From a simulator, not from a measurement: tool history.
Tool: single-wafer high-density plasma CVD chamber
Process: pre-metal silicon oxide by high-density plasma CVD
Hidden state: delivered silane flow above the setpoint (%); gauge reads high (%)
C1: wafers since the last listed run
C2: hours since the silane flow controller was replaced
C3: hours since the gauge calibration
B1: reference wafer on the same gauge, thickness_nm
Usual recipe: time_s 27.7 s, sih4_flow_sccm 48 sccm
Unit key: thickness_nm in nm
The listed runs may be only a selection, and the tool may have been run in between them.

run 1 hour=0.0 | time_s=27.7 sih4_flow_sccm=43 | C1=0 C2=1182.5 C3=395.9 | B1=123.082 | thickness_nm=120.858
run 2 hour=189.3 | time_s=27.7 sih4_flow_sccm=48 | C1=5127 C2=1371.8 C3=585.2 | B1=122.984 | thickness_nm=135.121
run 3 hour=239.1 | time_s=27.7 sih4_flow_sccm=48 | C1=1348 C2=1421.6 C3=635.0 | B1=122.992 | thickness_nm=134.799
run 4 hour=287.6 | time_s=27.7 sih4_flow_sccm=48 | C1=1313 C2=1470.1 C3=683.5 | B1=122.987 | thickness_nm=135.202
run 5 hour=325.2 | time_s=27.7 sih4_flow_sccm=48 | C1=1018 C2=1507.7 C3=721.1 | B1=122.995 | thickness_nm=135.959
run 6 hour=373.1 | time_s=27.7 sih4_flow_sccm=48 | C1=1297 C2=1555.6 C3=769.0 | B1=122.963 | thickness_nm=135.043
run 7 hour=401.4 | time_s=27.7 sih4_flow_sccm=48 | C1=766 C2=1583.9 C3=797.3 | B1=123.058 | thickness_nm=134.881
run 8 hour=431.4 | time_s=27.7 sih4_flow_sccm=46 | C1=812 C2=1613.9 C3=827.3 | B1=123.002 | thickness_nm=129.438
run 9 hour=489.8 | time_s=27.7 sih4_flow_sccm=46 | C1=1581 C2=1672.3 C3=885.7 | B1=122.851 | thickness_nm=129.144
run 10 hour=538.0 | time_s=27.7 sih4_flow_sccm=46 | C1=1305 C2=1720.5 C3=933.9 | B1=123.116 | thickness_nm=128.992
run 11 hour=565.2 | time_s=27.7 sih4_flow_sccm=48 | C1=736 C2=1747.7 C3=961.1 | B1=123.107 | thickness_nm=134.848
run 12 hour=595.8 | time_s=27.7 sih4_flow_sccm=48 | C1=828 C2=1778.3 C3=991.7 | B1=123.052 | thickness_nm=135.135
-- hour=628.9 silane flow controller replaced
run 13 hour=659.2 | time_s=30.0 sih4_flow_sccm=48 | C1=1500 C2=30.3 C3=1055.1 | B1=122.995 | thickness_nm=146.915
run 14 hour=725.0 | time_s=30.0 sih4_flow_sccm=48 | C1=1782 C2=96.1 C3=1120.9 | B1=122.984 | thickness_nm=146.715
run 15 hour=766.4 | time_s=27.7 sih4_flow_sccm=48 | C1=1121 C2=137.5 C3=1162.3 | B1=123.016 | thickness_nm=135.341
run 16 hour=808.1 | time_s=23.1 sih4_flow_sccm=58 | C1=1129 C2=179.2 C3=1204.0 | B1=123.149 | thickness_nm=136.510
run 17 hour=859.1 | time_s=27.7 sih4_flow_sccm=48 | C1=1381 C2=230.2 C3=1255.0 | B1=123.063 | thickness_nm=135.078
run 18 hour=990.9 | time_s=27.7 sih4_flow_sccm=46 | C1=3569 C2=362.0 C3=1386.8 | B1=122.997 | thickness_nm=129.560
-- hour=992.9 gauge calibrated
run 19 hour=1032.5 | time_s=27.7 sih4_flow_sccm=48 | C1=1126 C2=403.6 C3=39.6 | B1=122.934 | thickness_nm=134.490
run 20 hour=1083.8 | time_s=32.5 sih4_flow_sccm=40 | C1=1389 C2=454.9 C3=90.9 | B1=122.962 | thickness_nm=132.291
run 21 hour=1111.4 | time_s=27.7 sih4_flow_sccm=48 | C1=747 C2=482.5 C3=118.5 | B1=122.851 | thickness_nm=135.134
run 22 hour=1280.5 | time_s=25.1 sih4_flow_sccm=41 | C1=4580 C2=651.6 C3=287.6 | B1=122.939 | thickness_nm=104.883
run 23 hour=1311.0 | time_s=25.0 sih4_flow_sccm=45 | C1=826 C2=682.1 C3=318.1 | B1=122.902 | thickness_nm=114.475
run 24 hour=1359.9 | time_s=29.9 sih4_flow_sccm=57 | C1=1324 C2=731.0 C3=367.0 | B1=123.062 | thickness_nm=172.549
run 25 hour=1391.3 | time_s=27.7 sih4_flow_sccm=48 | C1=850 C2=762.4 C3=398.4 | B1=123.092 | thickness_nm=135.239
run 26 hour=1462.2 | time_s=31.7 sih4_flow_sccm=42 | C1=1920 C2=833.3 C3=469.3 | B1=122.991 | thickness_nm=135.427
run 27 hour=1493.7 | time_s=25.1 sih4_flow_sccm=48 | C1=853 C2=864.8 C3=500.8 | B1=122.992 | thickness_nm=123.193
run 28 hour=1545.0 | time_s=24.3 sih4_flow_sccm=53 | C1=1389 C2=916.1 C3=552.1 | B1=123.106 | thickness_nm=130.440
run 29 hour=1579.9 | time_s=32.9 sih4_flow_sccm=41 | C1=945 C2=951.0 C3=587.0 | B1=123.025 | thickness_nm=136.927
run 30 hour=1632.5 | time_s=25.8 sih4_flow_sccm=57 | C1=1424 C2=1003.6 C3=639.6 | B1=123.068 | thickness_nm=149.614

Across each entry between runs, compare the hidden state at the last listed run before it with the hidden state at the first listed run after it:
In the gap between runs 12 and 13: silane flow controller replaced (hour 628.9)
  no hidden state differs between the two runs
In the gap between runs 18 and 19: gauge calibrated (hour 992.9)
  no hidden state differs between the two runs
